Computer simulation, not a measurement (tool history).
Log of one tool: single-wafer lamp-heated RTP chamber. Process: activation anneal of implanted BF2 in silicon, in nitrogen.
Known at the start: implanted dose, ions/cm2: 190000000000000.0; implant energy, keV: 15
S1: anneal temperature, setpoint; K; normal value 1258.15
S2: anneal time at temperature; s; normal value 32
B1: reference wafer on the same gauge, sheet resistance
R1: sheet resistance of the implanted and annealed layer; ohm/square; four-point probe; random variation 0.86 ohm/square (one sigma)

Run 1, hour 0.0: usual settings; B1 678.09. Result: R1 568.92 ohm/square.
Run 2, hour 39.2: usual settings; B1 678.09. Result: R1 567.41 ohm/square.
At hour 54.2: pyrometer window cleaned and pyrometer calibrated.
Run 3, hour 91.0: usual settings but S1 1251.15 K; B1 677.65. Result: R1 573.13 ohm/square.
Run 4, hour 128.2: usual settings but S1 1251.15 K; B1 678.00. Result: R1 571.46 ohm/square.
Run 5, hour 163.2: usual settings; B1 677.89. Result: R1 569.47 ohm/square.
Run 6, hour 230.7: usual settings; B1 678.00. Result: R1 570.77 ohm/square.
Run 7, hour 285.6: usual settings; B1 678.10. Result: R1 569.35 ohm/square.
Run 8, hour 349.9: usual settings but S1 1242.15 K; B1 678.05. Result: R1 574.56 ohm/square.
Run 9, hour 386.5: usual settings but S1 1242.15 K; B1 677.95. Result: R1 573.90 ohm/square.
Run 10, hour 434.8: usual settings but S1 1242.15 K; B1 677.68. Result: R1 573.25 ohm/square.
Run 11, hour 488.8: usual settings; B1 677.97. Result: R1 569.58 ohm/square.
Run 12, hour 549.1: usual settings but S1 1270.15 K; B1 677.60. Result: R1 565.37 ohm/square.
At hour 585.0: pyrometer window cleaned and pyrometer calibrated.
Run 13, hour 585.5: usual settings; B1 677.60. Result: R1 570.91 ohm/square.
Run 14, hour 647.6: usual settings; B1 677.81. Result: R1 570.39 ohm/square.
Run 15, hour 698.0: usual settings; B1 677.94. Result: R1 570.44 ohm/square.
Run 16, hour 724.5: usual settings; B1 678.27. Result: R1 569.21 ohm/square.
Run 17, hour 767.4: usual settings; B1 678.08. Result: R1 570.39 ohm/square.
At hour 807.9: gauge calibrated.
Run 18, hour 833.6: usual settings; B1 677.95. Result: R1 569.78 ohm/square.
Run 19, hour 889.6: usual settings but S2 18 s; B1 678.10. Result: R1 575.24 ohm/square.
Run 20, hour 950.6: usual settings but S1 1280.15 K, S2 39 s; B1 677.90. Result: R1 561.53 ohm/square.
Run 21, hour 1015.0: usual settings but S1 1251.15 K; B1 677.96. Result: R1 569.73 ohm/square.
At hour 1041.8: pyrometer window cleaned and pyrometer calibrated.
Run 22, hour 1042.3: usual settings but S2 42 s; B1 677.78. Result: R1 568.52 ohm/square.
At hour 1101.3: reflector plate cleaned.
Run 23, hour 1237.7: usual settings but S1 1273.15 K, S2 43 s; B1 677.59. Result: R1 562.30 ohm/square.
Run 24, hour 1297.9: usual settings but S1 1283.15 K, S2 40 s; B1 678.23. Result: R1 560.63 ohm/square.
Run 25, hour 1347.5: usual settings but S1 1270.15 K, S2 21 s; B1 677.71. Result: R1 570.08 ohm/square.
Run 26, hour 1392.1: usual settings but S1 1250.15 K, S2 26 s; B1 677.78. Result: R1 570.72 ohm/square.
Run 27, hour 1422.7: usual settings but S1 1239.15 K, S2 48 s; B1 678.01. Result: R1 570.22 ohm/square.
Run 28, hour 1446.8: usual settings but S2 51 s; B1 678.29. Result: R1 561.14 ohm/square.
At hour 1487.1: pyrometer window cleaned and pyrometer calibrated.
Run 29, hour 1504.8: usual settings; B1 677.72. Result: R1 570.28 ohm/square.
Run 30, hour 1561.2: usual settings; B1 677.90. Result: R1 570.79 ohm/square.
Run 31, hour 1608.2: usual settings but S1 1244.15 K; B1 677.84. Result: R1 573.49 ohm/square.
Run 32, hour 1635.8: usual settings; B1 678.01. Result: R1 569.46 ohm/square.
Run 33, hour 1703.2: usual settings; B1 678.31. Result: R1 567.14 ohm/square.
Run 34, hour 1750.3: usual settings but S1 1241.15 K, S2 43 s; B1 678.42. Result: R1 570.59 ohm/square.
Run 35, hour 1781.7: usual settings but S1 1285.15 K, S2 43 s; B1 677.68. Result: R1 558.43 ohm/square.
Run 36, hour 1836.5: usual settings but S1 1246.15 K, S2 19 s; B1 677.81. Result: R1 576.14 ohm/square.
Run 37, hour 1863.5: usual settings; B1 678.41. Result: R1 567.66 ohm/square.
At hour 1912.6: pyrometer window cleaned and pyrometer calibrated.
Run 38, hour 1930.3: usual settings but S1 1286.15 K, S2 26 s; B1 678.00. Result: R1 567.39 ohm/square.

Consider 3 possible next runs. They are alternatives, not a sequence: every one starts from the tool as it was left by run 38. What does each give?
Run A, hour 1930.7: usual settings; B1 ?. Result: R1 ?.
Run B, hour 1930.7: usual settings but S1 1276.15 K, S2 48 s; B1 ?. Result: R1 ?.
Run C, hour 1930.7: usual settings but S1 1239.15 K, S2 27 s; B1 ?. Result: R1 ?.

run      B1      R1
  A  677.71  570.17
  B  677.71  560.21
  C  677.71  581.36
Take away the tool's hidden state, keep each run's random variation, and the runs would have read:
run      R1
  A  570.60
  B  560.54
  C  582.51
